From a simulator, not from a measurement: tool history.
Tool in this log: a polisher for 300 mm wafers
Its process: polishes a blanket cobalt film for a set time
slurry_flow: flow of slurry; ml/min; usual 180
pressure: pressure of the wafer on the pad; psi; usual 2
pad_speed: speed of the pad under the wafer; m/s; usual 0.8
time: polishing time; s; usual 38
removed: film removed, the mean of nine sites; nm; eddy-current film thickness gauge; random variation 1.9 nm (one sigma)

run   hour  slurry_flow  pressure  pad_speed  time  incoming thickness of the incoming film, nm  removed
  1      0          180         2        0.8    38                                         1052    144.4
  2   21.5          180         2        0.8    38                                       1051.4    140.4
      26.9  -- worn pad replaced by a new one
  3   51.2          180         2        0.8    38                                       1050.5    139.8
  4     80          180         2        0.8    38                                       1061.5    140.6
  5  101.5          180         2        0.8    38                                       1060.6      142
  6  125.3          180         2        0.8    38                                       1064.1    137.4
     138.9  -- worn pad replaced by a new one
  7  149.2          205         2        0.8    38                                       1046.7    142.1
  8  165.9          205         2        0.8    38                                         1056    142.6
  9  187.1          205         2        0.8    38                                       1074.4    142.5
 10  216.4          180         2        0.8    33                                         1047    120.4
 11  239.5          180         2        0.8    33                                       1035.6    117.9
     251.8  -- slurry nozzle cleaned
     256.8  -- worn pad replaced by a new one
 12  262.4          240       2.3       1.02    48                                       1040.4    248.1
 13  284.5          180       1.5        0.8    28                                       1042.9     73.1
     304.3  -- head pressure recalibrated
 14  304.7          210         2       0.92    38                                       1034.1    154.5
 15  320.4          205         2        0.8    38                                       1057.3    130.3
 16  346.4          235       1.6          1    38                                       1066.7    142.3
 17  367.4          180         2        0.8    38                                       1040.4    124.1
     380.2  -- worn pad replaced by a new one
     392.4  -- slurry nozzle cleaned, repeated, since the last time left the tool worse
 18  392.9          180         2       0.88    27                                       1063.7    115.3
 19  419.3          180         2        0.8    45                                       1050.1    169.6
     487.5  -- worn pad replaced by a new one
 20  490.5          235         2        0.8    38                                       1041.2    150.7
 21  524.5          220       1.3       0.98    49                                       1064.9    164.4
 22  537.5          220       2.7       0.92    44                                       1058.9    254.5
 23  564.1          180       1.5        0.8    32                                       1049.2     95.2

How would selected steps in removed from run to run divide? Give the signed amount a tool lacking its hidden state would still show from settings, what came in and random variation, and the signed amount left for the hidden state, including any gauge scatter that is not in both of the compared results.
Hidden conditions of the tool in this case: removal rate lost through wear of the pad, %; slurry flow missing at the pad, %; deviation of the head's pressure from its setpoint, %.
Run 11 -> 12: slurry_flow 180 -> 240, pressure 2 -> 2.3, pad_speed 0.8 -> 1.02, time 33 -> 48, slurry nozzle cleaned, worn pad replaced by a new one. removed +130.2 nm: hidden state -19.5, all else +149.7.
Run 12 -> 13: slurry_flow 240 -> 180, pressure 2.3 -> 1.5, pad_speed 1.02 -> 0.8, time 48 -> 28. removed -175 nm: hidden state +16.1, all else -191.1.
Run 17 -> 18: pad_speed 0.8 -> 0.88, time 38 -> 27, worn pad replaced by a new one, slurry nozzle cleaned, repeated, since the last time left the tool worse. removed -8.8 nm: hidden state +23.7, all else -32.5.
Run 22 -> 23: slurry_flow 220 -> 180, pressure 2.7 -> 1.5, pad_speed 0.92 -> 0.8, time 44 -> 32. removed -159.3 nm: hidden state +1.5, all else -160.8.
